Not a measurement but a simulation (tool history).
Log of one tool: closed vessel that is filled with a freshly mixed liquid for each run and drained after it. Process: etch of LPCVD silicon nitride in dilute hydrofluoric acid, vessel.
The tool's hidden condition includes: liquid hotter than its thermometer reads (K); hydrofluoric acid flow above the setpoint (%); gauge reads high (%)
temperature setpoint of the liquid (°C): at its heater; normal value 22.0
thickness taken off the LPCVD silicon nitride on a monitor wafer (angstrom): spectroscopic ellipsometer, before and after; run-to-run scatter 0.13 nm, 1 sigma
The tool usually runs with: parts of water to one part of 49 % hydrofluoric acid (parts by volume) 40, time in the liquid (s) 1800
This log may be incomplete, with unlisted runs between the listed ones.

run    hour  temperature setpoint of the liquid (°C)  parts of water to one part of 49 % hydrofluoric acid (parts by volume)  time in the liquid (s)  wafers since the last listed run  hours since the thermometer was replaced  hours since the hydrofluoric acid flow meter was replaced  hours since the gauge calibration  read-back film thickness of the LPCVD silicon nitride reference wafer, read on the same gauge (nm)  thickness taken off the LPCVD silicon nitride on a monitor wafer (angstrom)
  1     0.0                                     22.0                                                                      40                    1800                                 0                                    1568.0                                                      523.8                             1726.1                                                                                              129.99                                                                        196.5
  2    90.9                                     22.0                                                                      40                    1800                              2672                                    1658.9                                                      614.7                             1817.0                                                                                              129.99                                                                        194.0
  3   156.3                                     22.0                                                                      40                    1800                              1922                                    1724.3                                                      680.1                             1882.4                                                                                              129.99                                                                        197.0
  4   243.9                                     22.0                                                                      40                    1800                              2575                                    1811.9                                                      767.7                             1970.0                                                                                              130.01                                                                        198.1
  5   283.3                                     22.0                                                                      40                    1800                              1158                                    1851.3                                                      807.1                             2009.4                                                                                              129.98                                                                        200.0
  6   366.6                                     22.0                                                                      40                    1800                              2449                                    1934.6                                                      890.4                             2092.7                                                                                              130.00                                                                        201.7
  7   402.7                                     22.0                                                                      40                    1800                              1061                                    1970.7                                                      926.5                             2128.8                                                                                              130.02                                                                        200.1
  8   446.5                                     22.0                                                                      25                    1800                              1287                                    2014.5                                                      970.3                             2172.6                                                                                              130.00                                                                        321.9
      464.5  -- thermometer replaced
  9   516.8                                     22.0                                                                      40                    1800                              2037                                      52.3                                                     1040.6                             2242.9                                                                                              130.00                                                                        188.5
 10   608.9                                     22.0                                                                      40                    1800                              2708                                     144.4                                                     1132.7                             2335.0                                                                                              130.02                                                                        192.9
      620.5  -- gauge calibrated
 11   697.3                                     22.0                                                                      40                    1105                              2599                                     232.8                                                     1221.1                               76.8                                                                                              130.02                                                                        118.4
 12   792.2                                     22.0                                                                      40                    1105                              2790                                     327.7                                                     1316.0                              171.7                                                                                              130.01                                                                        119.6
 13   899.4                                     22.0                                                                      40                    1800                              3152                                     434.9                                                     1423.2                              278.9                                                                                              130.02                                                                        196.6
 14   943.1                                     22.0                                                                      40                    1800                              1284                                     478.6                                                     1466.9                              322.6                                                                                              129.99                                                                        195.2
 15   990.1                                     26.5                                                                      30                    1390                              1381                                     525.6                                                     1513.9                              369.6                                                                                              129.97                                                                        270.1
 16  1027.0                                     22.0                                                                      25                    1800                              1084                                     562.5                                                     1550.8                              406.5                                                                                              130.00                                                                        309.2
     1052.2  -- hydrofluoric acid flow meter replaced
 17  1107.5                                     22.0                                                                      55                    1395                              2337                                     643.0                                                       55.3                              487.0                                                                                              130.01                                                                        104.2
 18  1163.3                                     22.0                                                                      45                    1800                              1640                                     698.8                                                      111.1                              542.8                                                                                              130.00                                                                        165.5
 19  1257.5                                     22.0                                                                      20                    1800                              2769                                     793.0                                                      205.3                              637.0                                                                                              130.01                                                                        367.0
 20  1433.6                                     22.0                                                                      40                    1800                              5177                                     969.1                                                      381.4                              813.1                                                                                              130.01                                                                        190.2
 21  1505.9                                     22.0                                                                      40                    1800                              2125                                    1041.4                                                      453.7                              885.4                                                                                              129.99                                                                        192.2
 22  1546.8                                     19.5                                                                      40                    1395                              1202                                    1082.3                                                      494.6                              926.3                                                                                              129.99                                                                        125.0
 23  1608.9                                     22.0                                                                      40                    1800                              1825                                    1144.4                                                      556.7                              988.4                                                                                              129.99                                                                        193.1
 24  1705.0                                     18.5                                                                      60                    1800                              2825                                    1240.5                                                      652.8                             1084.5                                                                                              129.98                                                                        101.5
 25  1791.0                                     17.0                                                                      40                    1800                              2528                                    1326.5                                                      738.8                             1170.5                                                                                              130.00                                                                        136.7
 26  1898.0                                     22.0                                                                      50                    1800                              3146                                    1433.5                                                      845.8                             1277.5                                                                                              129.99                                                                        157.7
 27  1953.7                                     17.0                                                                      25                    1280                              1637                                    1489.2                                                      901.5                             1333.2                                                                                              130.00                                                                        154.4
 28  2013.2                                     17.5                                                                      60                    1800                              1749                                    1548.7                                                      961.0                             1392.7                                                                                              129.99                                                                         97.7
 29  2068.1                                     19.0                                                                      30                     965                              1614                                    1603.6                                                     1015.9                             1447.6                                                                                              129.98                                                                        114.7
 30  2166.4                                     18.5                                                                      25                    1800                              2890                                    1701.9                                                     1114.2                             1545.9                                                                                              130.01                                                                        246.3
 31  2242.0                                     19.5                                                                      25                    2785                              2222                                    1777.5                                                     1189.8                             1621.5                                                                                              129.99                                                                        407.5
 32  2429.7                                     22.0                                                                      55                    1800                              5518                                    1965.2                                                     1377.5                             1809.2                                                                                              129.99                                                                        150.4
 33  2516.6                                     20.0                                                                      40                    1280                              2555                                    2052.1                                                     1464.4                             1896.1                                                                                              130.01                                                                        129.1

Selected run-to-run steps in thickness taken off the LPCVD silicon nitride on a monitor wafer (angstrom), each split into two signed amounts: the part the tool would show with no hidden state at all (from settings, incoming material and random variation), and the remainder, which goes to the hidden state together with any gauge scatter not common to the measured and the hidden-state-free results:
Run 8 -> 9: parts of water to one part of 49 % hydrofluoric acid (parts by volume) 25 -> 40, thermometer replaced. thickness taken off the LPCVD silicon nitride on a monitor wafer (angstrom) -133.4: hidden state -25.8, all else -107.6.
Run 16 -> 17: parts of water to one part of 49 % hydrofluoric acid (parts by volume) 25 -> 55, time in the liquid (s) 1800 -> 1395, hydrofluoric acid flow meter replaced. thickness taken off the LPCVD silicon nitride on a monitor wafer (angstrom) -205.0: hidden state -24.1, all else -180.9.
Run 18 -> 19: parts of water to one part of 49 % hydrofluoric acid (parts by volume) 45 -> 20. thickness taken off the LPCVD silicon nitride on a monitor wafer (angstrom) +201.5: hidden state +9.6, all else +191.9.
Run 31 -> 32: temperature setpoint of the liquid (°C) 19.5 -> 22.0, parts of water to one part of 49 % hydrofluoric acid (parts by volume) 25 -> 55, time in the liquid (s) 2785 -> 1800. thickness taken off the LPCVD silicon nitride on a monitor wafer (angstrom) -257.1: hidden state -26.4, all else -230.7.

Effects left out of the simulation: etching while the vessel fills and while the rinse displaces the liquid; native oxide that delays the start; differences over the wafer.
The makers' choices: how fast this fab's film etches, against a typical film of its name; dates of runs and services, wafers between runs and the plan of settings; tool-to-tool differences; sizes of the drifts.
